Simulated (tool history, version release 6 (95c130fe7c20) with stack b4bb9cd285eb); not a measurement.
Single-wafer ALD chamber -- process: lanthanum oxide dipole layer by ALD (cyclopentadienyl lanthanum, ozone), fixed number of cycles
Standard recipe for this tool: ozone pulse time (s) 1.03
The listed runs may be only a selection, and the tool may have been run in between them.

run,hour,ozone pulse time (s),"read-back reference wafer on the same gauge, thickness_nm",mean film thickness on the monitor wafer (Å)
1,0.0,1.03,0.462,4.76
2,31.4,1.03,0.462,4.77
3,83.8,1.03,0.462,4.74
4,147.2,1.15,0.462,4.94
5,189.3,1.15,0.462,4.94
6,237.2,1.15,0.462,4.96
7,288.8,0.84,0.462,4.32
8,322.9,0.85,0.462,4.34
# hour 386.4: ozone generator serviced
9,390.0,1.19,0.462,5.14
# hour 408.6: gauge calibrated
10,434.1,0.78,0.462,4.35
11,466.5,1.24,0.462,5.19
# hour 475.5: showerhead replaced
# hour 515.9: thermocouple changed; heater temperature recalibrated
12,534.9,1.03,0.462,4.89
13,605.4,1.31,0.462,5.25
14,641.8,1.21,0.462,5.12
15,691.7,0.65,0.462,3.79

For each run, the measured value with the value that run would have given without the tool's hidden condition subtracted. The run-to-run variation is shared by both, the gauge scatter possibly not:
The hidden state here: wafer temperature above the value expected at the setpoint (K); ozone dose above that of a generator just serviced (%); gauge reads high (%).
run,mean film thickness on the monitor wafer (Å)
1,-0.22
2,-0.22
3,-0.22
4,-0.19
5,-0.19
6,-0.20
7,-0.27
8,-0.27
9,-0.03
10,-0.06
11,-0.04
12,-0.08
13,-0.07
14,-0.09
15,-0.17

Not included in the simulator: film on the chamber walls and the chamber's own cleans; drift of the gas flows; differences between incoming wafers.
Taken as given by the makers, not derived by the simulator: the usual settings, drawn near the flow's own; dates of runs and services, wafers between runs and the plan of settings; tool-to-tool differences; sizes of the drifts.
